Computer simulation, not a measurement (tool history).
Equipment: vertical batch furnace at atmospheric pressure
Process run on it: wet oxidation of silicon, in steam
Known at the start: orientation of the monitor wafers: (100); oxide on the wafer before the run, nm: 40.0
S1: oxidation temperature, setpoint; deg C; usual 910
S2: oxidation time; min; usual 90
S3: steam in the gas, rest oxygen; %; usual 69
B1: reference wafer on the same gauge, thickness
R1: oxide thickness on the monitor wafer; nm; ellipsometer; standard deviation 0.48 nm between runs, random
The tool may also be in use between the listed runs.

run,hour,S1,S2,S3,B1,R1
1,0,910,90,69,233,228.96
2,27.6,910,90,69,233.07,229.27
3,68.7,910,90,69,233.02,229.06
4,226.5,910,90,69,233,228.02
5,292.9,910,103.5,69,232.93,253.55
6,335,910,90,69,233.08,228.28
7,434.8,910,90,69,232.92,227.32
# hour 478.9: thermocouples replaced and temperature profile calibrated
8,479.4,910,90,69,233,227.38
# hour 512.2: steam generator serviced
9,524.5,910,90,69,233.09,233.87
10,593.8,910,90,69,233.13,233.74
# hour 599.4: gauge calibrated
11,656.4,910,90,69,233.03,234.31
12,770.4,910,64.5,69,232.97,185.26
13,796.6,910,90,69,232.96,233.81
14,833.3,910,126.5,61,232.92,274.41

Expected results for the next run?
15,888.2,886,90,69,?,?

{"run 15": {"B1": 233.12, "R1": 180.79}}
Minus the tool's unlogged condition, the same run would have read R1 180.93 nm.
